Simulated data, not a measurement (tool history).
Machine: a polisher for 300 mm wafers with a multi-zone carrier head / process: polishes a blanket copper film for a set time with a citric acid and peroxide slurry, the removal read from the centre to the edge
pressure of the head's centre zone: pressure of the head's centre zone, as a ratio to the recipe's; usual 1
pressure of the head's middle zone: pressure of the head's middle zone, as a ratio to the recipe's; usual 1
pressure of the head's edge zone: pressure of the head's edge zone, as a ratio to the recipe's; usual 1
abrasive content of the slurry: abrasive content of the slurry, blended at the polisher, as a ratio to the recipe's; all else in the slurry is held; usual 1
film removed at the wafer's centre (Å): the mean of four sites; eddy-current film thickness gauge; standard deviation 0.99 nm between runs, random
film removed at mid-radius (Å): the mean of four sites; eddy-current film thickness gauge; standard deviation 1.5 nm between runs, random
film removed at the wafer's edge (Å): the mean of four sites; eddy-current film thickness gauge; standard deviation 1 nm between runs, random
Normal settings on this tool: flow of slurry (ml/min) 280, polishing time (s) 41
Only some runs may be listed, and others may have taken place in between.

run   hour  flow of slurry (ml/min)  pressure of the head's centre zone  pressure of the head's middle zone  pressure of the head's edge zone  abrasive content of the slurry  polishing time (s)  incoming thickness of the incoming film, nm  film removed at the wafer's centre (Å)  film removed at mid-radius (Å)  film removed at the wafer's edge (Å)
  1      0                      280                                   1                                   1                              0.97                               1                  41                                       1059.2                                    1060                            1078                                  1050
  2     47                      245                                0.94                                1.03                              1.04                               1                  41                                       1060.9                                     975                            1059                                  1051
  3   99.2                      280                                   1                                   1                                 1                               1                  41                                         1071                                    1062                            1046                                  1045
  4  135.9                      280                                1.02                                   1                                 1                               1                  41                                       1079.5                                    1062                            1040                                  1058
  5  198.6                      280                                   1                                1.05                                 1                               1                  41                                       1061.2                                    1030                            1087                                  1035
  6  233.2                      280                                   1                                1.09                              0.88                               1                  30                                       1075.5                                     745                             803                                   716
  7  280.2                      280                                   1                                   1                                 1                               1                  48                                       1082.1                                    1178                            1211                                  1202
  8    315                      280                                   1                                   1                                 1                               1                  41                                       1076.5                                    1007                            1010                                  1020
  9  371.3                      230                                1.06                                   1                                 1                            0.85                  41                                       1089.2                                    1049                            1028                                  1020
 10  435.2                      280                                   1                                   1                               0.9                             0.8                  41                                       1061.1                                    1026                            1038                                   964
 11    497                      280                                1.07                                   1                              0.93                               1                  49                                       1064.9                                    1340                            1284                                  1230
 12    534                      280                                0.91                                   1                              1.09                               1                  41                                       1046.6                                     952                            1070                                  1111
 13  586.7                      280                                   1                                   1                                 1                            1.05                  41                                       1062.6                                    1064                            1075                                  1057
 14  640.8                      280                                   1                                   1                                 1                            1.05                  41                                       1088.4                                    1025                            1074                                  1054
 15    671                      350                                0.89                                1.08                                 1                            0.85                  41                                         1055                                     907                            1094                                  1035
 16  708.8                      280                                   1                                0.95                                 1                            1.15                  34                                         1064                                     901                             888                                   920
 17  776.7                      280                                   1                                   1                                 1                               1                  31                                       1094.8                                     804                             823                                   804
 18  833.5                      280                                   1                                   1                                 1                               1                  41                                       1067.6                                    1063                            1086                                  1057
 19  900.7                      370                                   1                                1.06                              0.92                               1                  41                                         1069                                    1088                            1143                                  1039
 20  927.2                      280                                0.95                                0.95                                 1                               1                  41                                       1067.2                                     994                            1053                                  1059

Missing from the log above: 10 entries noted between runs. For each, name the pair of listed runs it sits between and say how the tool's hidden condition differs from the listed run just before to the listed run just after:
From run 1 to run 2: centre zone pressure recalibrated (hour 25.3)
  slurry flow missing at the pad, %: 4.26 -> 6.58
  what was measured, less what the result would be without the hidden state, film removed at the wafer's centre (Å): -6 -> -11; film removed at mid-radius (Å): -5 -> -10; film removed at the wafer's edge (Å): -4 -> -8
From run 2 to run 3: worn pad replaced by a new one (hour 51.3); carrier head's membrane replaced by a new one (hour 98.7)
  slurry flow missing at the pad, %: 6.58 -> 10.1
  what was measured, less what the result would be without the hidden state, film removed at the wafer's centre (Å): -11 -> -16; film removed at mid-radius (Å): -10 -> -14; film removed at the wafer's edge (Å): -8 -> -11
From run 4 to run 5: edge zone pressure recalibrated (hour 159.4)
  slurry flow missing at the pad, %: 13.2 -> 19.7
  what was measured, less what the result would be without the hidden state, film removed at the wafer's centre (Å): -21 -> -34; film removed at mid-radius (Å): -18 -> -32; film removed at the wafer's edge (Å): -14 -> -23
From run 8 to run 9: slurry nozzle cleaned (hour 327.5)
  slurry flow missing at the pad, %: 35.6 -> 0.454
  what was measured, less what the result would be without the hidden state, film removed at the wafer's centre (Å): -77 -> -1; film removed at mid-radius (Å): -69 -> -1; film removed at the wafer's edge (Å): -51 -> +0
From run 10 to run 11: worn pad replaced by a new one (hour 457.2)
  slurry flow missing at the pad, %: 2.26 -> 5.45
  what was measured, less what the result would be without the hidden state, film removed at the wafer's centre (Å): -3 -> -10; film removed at mid-radius (Å): -3 -> -9; film removed at the wafer's edge (Å): -2 -> -6
From run 11 to run 12: centre zone pressure recalibrated (hour 533.5)
  slurry flow missing at the pad, %: 5.45 -> 8.05
  what was measured, less what the result would be without the hidden state, film removed at the wafer's centre (Å): -10 -> -11; film removed at mid-radius (Å): -9 -> -10; film removed at the wafer's edge (Å): -6 -> -8
From run 13 to run 14: carrier head's membrane replaced by a new one (hour 631.8)
  slurry flow missing at the pad, %: 12.6 -> 18.4
  what was measured, less what the result would be without the hidden state, film removed at the wafer's centre (Å): -20 -> -31; film removed at mid-radius (Å): -18 -> -29; film removed at the wafer's edge (Å): -13 -> -21
From run 15 to run 16: slurry nozzle cleaned (hour 694.9)
  slurry flow missing at the pad, %: 22.1 -> 1.32
  what was measured, less what the result would be without the hidden state, film removed at the wafer's centre (Å): -26 -> -1; film removed at mid-radius (Å): -29 -> -1; film removed at the wafer's edge (Å): -21 -> -1
From run 18 to run 19: worn pad replaced by a new one (hour 888.9)
  slurry flow missing at the pad, %: 4.87 -> 9.18
  what was measured, less what the result would be without the hidden state, film removed at the wafer's centre (Å): -7 -> -10; film removed at mid-radius (Å): -6 -> -10; film removed at the wafer's edge (Å): -4 -> -7
